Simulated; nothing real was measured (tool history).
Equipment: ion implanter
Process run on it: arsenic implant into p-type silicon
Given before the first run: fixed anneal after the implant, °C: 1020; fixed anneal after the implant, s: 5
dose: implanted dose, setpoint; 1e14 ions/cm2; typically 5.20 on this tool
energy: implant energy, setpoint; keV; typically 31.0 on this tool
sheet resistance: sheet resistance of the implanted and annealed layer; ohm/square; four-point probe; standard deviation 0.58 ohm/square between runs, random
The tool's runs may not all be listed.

run,hour,dose,energy,wafers since the last listed run,hours since the last dose calibration,hours since the extraction supply was calibrated,hours since the gauge calibration,"read-back reference wafer on the same gauge, sheet resistance",sheet resistance
1,0.0,5.20,31.0,0,1098.8,3294.6,823.9,153.13,184.28
2,54.0,5.20,31.0,763,1152.8,3348.6,877.9,153.10,183.14
# hour 348.8: Faraday cup replaced and dose calibrated
3,361.1,5.20,31.0,4226,12.3,3655.7,1185.0,153.10,183.02
4,446.0,4.17,31.0,1199,97.2,3740.6,1269.9,152.98,216.64
5,544.7,4.17,31.0,1394,195.9,3839.3,1368.6,152.96,215.04
6,603.4,5.58,31.0,829,254.6,3898.0,1427.3,153.23,174.05
7,681.5,5.58,31.0,1103,332.7,3976.1,1505.4,152.99,174.53
8,733.1,5.20,31.0,729,384.3,4027.7,1557.0,153.21,182.89
# hour 799.9: extraction supply calibrated
9,822.0,5.20,31.0,1143,473.2,22.1,1645.9,152.82,182.06
10,903.3,5.20,31.0,1148,554.5,103.4,1727.2,153.02,183.33
11,1003.7,5.20,31.0,1418,654.9,203.8,1827.6,153.00,182.54
12,1071.4,5.20,31.0,956,722.6,271.5,1895.3,153.20,183.98
13,1117.4,5.20,31.0,650,768.6,317.5,1941.3,153.04,182.37
14,1188.9,5.20,31.0,1010,840.1,389.0,2012.8,153.26,183.69
# hour 1229.1: gauge calibrated
15,1266.6,5.20,31.0,1098,917.8,466.7,37.5,152.98,183.28
16,1337.8,5.20,35.0,1006,989.0,537.9,108.7,152.88,179.62
17,1388.0,6.05,39.5,709,1039.2,588.1,158.9,153.12,156.99
18,1457.4,3.71,35.0,980,1108.6,657.5,228.3,152.89,230.47
# hour 1502.7: Faraday cup replaced and dose calibrated
19,1503.2,5.91,31.0,534,0.5,703.3,274.1,153.06,167.20
20,1783.9,4.66,31.0,3966,281.2,984.0,554.8,152.83,197.91
21,1833.4,6.36,26.0,699,330.7,1033.5,604.3,152.97,163.06
22,1911.2,5.20,28.0,1099,408.5,1111.3,682.1,153.24,186.62
23,1965.8,3.71,40.0,771,463.1,1165.9,736.7,152.92,226.79
24,2049.3,6.63,38.5,1179,546.6,1249.4,820.2,153.06,148.83

Run-by-run hidden state of the tool:
deviation of the true dose from the Faraday cup's reading, %: 0 across all the runs
deviation of the true energy from its setpoint, %: 0 across all the runs
gauge reads high (%): 0 across all the runs
